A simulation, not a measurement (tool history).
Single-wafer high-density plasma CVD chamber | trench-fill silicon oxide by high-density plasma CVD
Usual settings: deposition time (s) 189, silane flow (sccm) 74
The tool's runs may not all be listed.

run	day	deposition time (s)	silane flow (sccm)	wafers since the last listed run	hours since the silane flow controller was replaced	hours since the gauge calibration	read-back reference wafer on the same gauge, thickness_nm	mean film thickness on the monitor wafer (angstrom)
1	0.000	215	71	0	1675.5	1362.8	1230.235	15341.46
2	1.712	215	71	399	1716.6	1403.9	1229.556	15385.60
3	4.958	189	74	757	1794.5	1481.8	1230.104	14032.74
4	7.858	189	74	676	1864.1	1551.4	1230.717	14048.45
5	14.833	189	74	1627	2031.5	1718.8	1230.113	14131.02
6	18.608	189	74	880	2122.1	1809.4	1229.493	14109.81
7	21.850	189	74	756	2199.9	1887.2	1229.705	14140.16
8	23.838	189	83	463	2247.6	1934.9	1230.115	15853.45
9	27.904	189	83	948	2345.2	2032.5	1230.387	15807.56
10	31.746	172	74	896	2437.4	2124.7	1229.817	12901.55
11	36.104	189	74	1017	2542.0	2229.3	1230.313	14154.04
12	40.346	189	74	989	2643.8	2331.1	1230.227	14187.70
13	43.533	189	78	743	2720.3	2407.6	1230.151	14973.49
14	46.858	189	78	775	2800.1	2487.4	1230.658	14943.10
15	50.296	189	84	802	2882.6	2569.9	1229.643	16177.18
16	52.554	189	84	526	2936.8	2624.1	1229.963	16134.93
17	54.829	189	84	530	2991.4	2678.7	1230.194	16184.84
18	56.621	181	81	418	3034.4	2721.7	1230.203	14960.97
# day 57.992: gauge calibrated
19	58.142	181	81	354	3070.9	3.6	1229.687	14954.52
20	61.221	189	74	718	3144.8	77.5	1229.673	14222.36
21	64.508	176	60	767	3223.7	156.4	1229.149	10772.19
22	67.704	162	69	745	3300.4	233.1	1229.566	11410.80
23	70.929	178	79	752	3377.8	310.5	1229.149	14396.19
# day 72.138: silane flow controller replaced
24	75.117	189	74	899	71.5	411.0	1229.526	13920.68
25	78.804	189	74	860	160.0	499.5	1230.295	13989.17
26	83.004	189	84	980	260.8	600.3	1229.522	15813.54
27	86.575	209	74	833	346.5	686.0	1230.078	15427.48
28	91.033	189	74	1040	453.5	793.0	1229.895	13880.54
29	94.629	189	74	839	539.8	879.3	1230.187	13890.96
30	96.321	203	82	394	580.4	919.9	1230.003	16512.51
31	99.712	189	86	791	661.8	1001.3	1229.320	16204.00
32	103.850	214	70	965	761.1	1100.6	1230.161	14972.96
33	105.842	157	61	464	808.9	1148.4	1230.379	9566.69
34	108.904	189	74	714	882.4	1221.9	1230.107	13888.29
35	111.950	189	87	710	955.5	1295.0	1229.825	16424.79
36	115.329	217	86	788	1036.6	1376.1	1230.123	18585.74
37	117.229	172	74	443	1082.2	1421.7	1229.376	12711.87
38	119.325	163	85	489	1132.5	1472.0	1230.139	13791.47
39	121.446	189	74	494	1183.4	1522.9	1229.758	13970.93
40	125.746	177	74	1003	1286.6	1626.1	1229.880	13099.81
41	129.458	189	74	866	1375.7	1715.2	1230.374	13953.01
42	132.850	227	74	791	1457.1	1796.6	1230.142	16774.77
43	136.779	222	74	916	1551.4	1890.9	1230.163	16402.68
44	140.058	189	87	765	1630.1	1969.6	1229.417	16407.55
45	143.046	163	64	697	1701.8	2041.3	1229.846	10452.48

Results for each run, recomputed without the tool's hidden state and with each run's random variation untouched:
The tool's hidden condition here consists of: delivered silane flow above the setpoint (%); gauge reads high (%).
run	mean film thickness on the monitor wafer (angstrom)
1	15225.37
2	15264.90
3	13915.01
4	13923.47
5	13987.01
6	13955.50
7	13976.10
8	15662.86
9	15603.55
10	12723.83
11	13944.57
12	13963.02
13	14724.34
14	14681.58
15	15879.26
16	15827.86
17	15866.62
18	14659.28
19	14646.49
20	13916.74
21	10530.23
22	11143.46
23	14044.55
24	13964.41
25	14032.53
26	15861.19
27	15472.33
28	13918.47
29	13926.50
30	16553.23
31	16240.62
32	15002.50
33	9584.10
34	13910.07
35	16446.07
36	18603.72
37	12721.67
38	13799.00
39	13975.22
40	13097.07
41	13943.40
42	16755.40
43	16374.35
44	16370.92
45	10424.12
